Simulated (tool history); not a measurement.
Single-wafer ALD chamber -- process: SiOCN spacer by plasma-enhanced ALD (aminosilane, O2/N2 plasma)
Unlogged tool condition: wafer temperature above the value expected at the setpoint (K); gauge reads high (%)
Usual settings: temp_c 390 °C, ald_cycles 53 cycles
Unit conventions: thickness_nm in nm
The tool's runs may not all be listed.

run    hour  temp_c  ald_cycles  wafers since the last listed run  hours since the last thermocouple change  hours since the gauge calibration  read-back reference wafer on the same gauge, thickness_nm  thickness_nm
  1       0     390          53                                 0                                    1383.2                              665.5                                                      3.059         3.191
  2    59.1     390          53                               373                                    1442.3                              724.6                                                       3.06         3.181
  3   117.3     390          53                               367                                    1500.5                              782.8                                                      3.061         3.201
  4   202.3     390          53                               537                                    1585.5                              867.8                                                       3.06         3.178
  5   255.7     390          53                               337                                    1638.9                              921.2                                                      3.058         3.186
  6   356.4     390          53                               636                                    1739.6                             1021.9                                                      3.058         3.182
  7     437     390          53                               509                                    1820.2                             1102.5                                                      3.062         3.187
  8   491.4     390          53                               343                                    1874.6                             1156.9                                                      3.061          3.18
  9   577.6     390          48                               544                                    1960.8                             1243.1                                                      3.061         2.893
 10   673.8     390          53                               607                                      2057                             1339.3                                                       3.06         3.198
 11   810.1     385          53                               861                                    2193.3                             1475.6                                                       3.06         3.194
 12   886.9     386          53                               485                                    2270.1                             1552.4                                                      3.061         3.186
      985.5  -- thermocouple changed; heater temperature recalibrated
 13     986     398          53                               575                                       0.5                             1651.5                                                      3.061         3.192
 14  1087.8     390          58                               643                                     102.3                             1753.3                                                      3.061         3.476
     1097.7  -- gauge calibrated
 15  1147.8     390          58                               379                                     162.3                               50.1                                                       3.06         3.493
 16  1255.1     400          53                               678                                     269.6                              157.4                                                       3.06         3.181
 17  1334.1     400          53                               499                                     348.6                              236.4                                                      3.061          3.19
 18  1425.4     390          61                               576                                     439.9                              327.7                                                       3.06          3.66
 19    1522     390          53                               610                                     536.5                              424.3                                                      3.059         3.183
 20  1561.5     383          62                               249                                       576                              463.8                                                       3.06         3.732
 21  1669.2     390          53                               680                                     683.7                              571.5                                                      3.059         3.189
 22  1743.1     404          53                               466                                     757.6                              645.4                                                      3.061         3.125
 23  1795.5     379          53                               331                                       810                              697.8                                                      3.062          3.19
 24  1872.3     380          49                               485                                     886.8                              774.6                                                       3.06         2.949
 25  1964.9     390          53                               585                                     979.4                              867.2                                                       3.06          3.19
 26  2001.9     381          49                               233                                    1016.4                              904.2                                                      3.061         2.963
 27  2066.7     377          46                               409                                    1081.2                                969                                                      3.059         2.767
 28  2106.1     386          63                               248                                    1120.6                             1008.4                                                      3.061         3.804
 29  2207.4     390          45                               640                                    1221.9                             1109.7                                                      3.061         2.702
 30  2314.4     402          57                               676                                    1328.9                             1216.7                                                      3.058         3.403
 31  2380.3     400          46                               416                                    1394.8                             1282.6                                                      3.062          2.76
 32  2485.9     390          53                               667                                    1500.4                             1388.2                                                      3.061         3.182
 33  2546.5     390          53                               382                                      1561                             1448.8                                                      3.062           3.2
 34  2639.8     390          44                               589                                    1654.3                             1542.1                                                      3.061         2.642
 35  2715.8     377          58                               480                                    1730.3                             1618.1                                                      3.059           3.5

Across each entry between runs, compare the hidden state at the last listed run before it with the hidden state at the first listed run after it:
From run 12 to run 13: thermocouple changed; heater temperature recalibrated (hour 985.5)
  no hidden state differs between the two runs
From run 14 to run 15: gauge calibrated (hour 1097.7)
  no hidden state differs between the two runs

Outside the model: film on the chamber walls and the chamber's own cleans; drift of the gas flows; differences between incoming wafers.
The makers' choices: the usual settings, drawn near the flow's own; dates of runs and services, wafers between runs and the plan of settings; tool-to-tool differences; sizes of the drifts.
